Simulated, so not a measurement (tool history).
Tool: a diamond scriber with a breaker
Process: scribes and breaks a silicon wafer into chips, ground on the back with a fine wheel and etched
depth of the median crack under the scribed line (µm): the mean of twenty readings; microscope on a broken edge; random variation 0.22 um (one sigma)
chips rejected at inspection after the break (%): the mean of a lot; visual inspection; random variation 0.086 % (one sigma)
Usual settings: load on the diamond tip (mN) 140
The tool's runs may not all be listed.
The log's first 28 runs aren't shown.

run,hour,load on the diamond tip (mN),"incoming depth of the damage left on the back of the incoming wafer, um",depth of the median crack under the scribed line (µm),chips rejected at inspection after the break (%)
# hour 709.9: diamond tip replaced by a new one
29,738.8,140,0.63,12.24,2
30,751.1,106,0.63,11.03,5.34
31,777.1,100,0.49,10.8,6.03
32,791.9,158,0.77,12.76,1.98
33,812.2,98,0.49,10.44,6.88
34,833.7,168,0.36,13.2,2.06
35,852.8,179,0.68,12.77,2.53
36,873.9,154,0.47,12.38,1.92
37,903.3,126,0.31,11.29,3.55

The next listed run, before its measurement:
38,936.8,160,0.71,?,?

{"run 38": {"depth of the median crack under the scribed line (µm)": 12.59, "chips rejected at inspection after the break (%)": 1.9}}
Without the tool's hidden state the same run would have given depth of the median crack under the scribed line (µm) 13.49, chips rejected at inspection after the break (%) 2.39.
